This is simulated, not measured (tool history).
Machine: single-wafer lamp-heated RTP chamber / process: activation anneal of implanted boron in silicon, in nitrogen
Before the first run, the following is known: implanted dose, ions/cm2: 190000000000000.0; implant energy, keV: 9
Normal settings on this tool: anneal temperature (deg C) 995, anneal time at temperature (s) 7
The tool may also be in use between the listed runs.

run     day  anneal temperature (deg C)  anneal time at temperature (s)  read-back reference wafer on the same gauge, sheet resistance  sheet resistance of the implanted and annealed layer (ohm/square)
  1       0                         995                               7                                                         638.89                                                              607.5
  2   2.833                         995                               7                                                         640.59                                                             608.63
  3   5.204                         995                               7                                                         640.02                                                             610.13
      8.017  -- reflector plate cleaned
  4   8.038                         995                               7                                                         642.49                                                             609.69
  5  10.188                         995                               7                                                         644.54                                                             608.19
     11.479  -- gauge calibrated
  6  12.204                         995                               5                                                         621.92                                                             589.73
     14.879  -- pyrometer window cleaned and pyrometer calibrated
  7    14.9                         995                               5                                                         622.16                                                             591.15
  8  17.354                         976                               5                                                         624.26                                                             611.21
  9  19.104                         970                               7                                                         626.03                                                             617.22
 10  20.442                         987                               7                                                         626.19                                                             597.16
     21.333  -- reflector plate cleaned
 11  23.362                         987                               7                                                         627.41                                                             599.52
 12  26.042                         995                               7                                                         629.24                                                             598.83
     31.633  -- pyrometer window cleaned and pyrometer calibrated
 13  31.742                         995                               7                                                         632.53                                                             601.53
 14  33.333                         983                               9                                                         631.82                                                             607.02
     35.858  -- reflector plate cleaned
 15  36.279                        1009                               9                                                         634.84                                                             597.31

Same runs, no hidden state in the tool, same run-to-run variation:
Unlogged tool condition in this case: true wafer temperature minus pyrometer reading, K; wafer temperature error from the tarnished reflector plate, K; gauge reads high (%).
run  sheet resistance of the implanted and annealed layer (ohm/square)
  1                                                             593.34
  2                                                             593.04
  3                                                             593.32
  4                                                             591.49
  5                                                             588.98
  6                                                             590.97
  7                                                             591.02
  8                                                             609.79
  9                                                             614.86
 10                                                              594.2
 11                                                             595.06
 12                                                             593.02
 13                                                             592.82
 14                                                             597.42
 15                                                              586.4
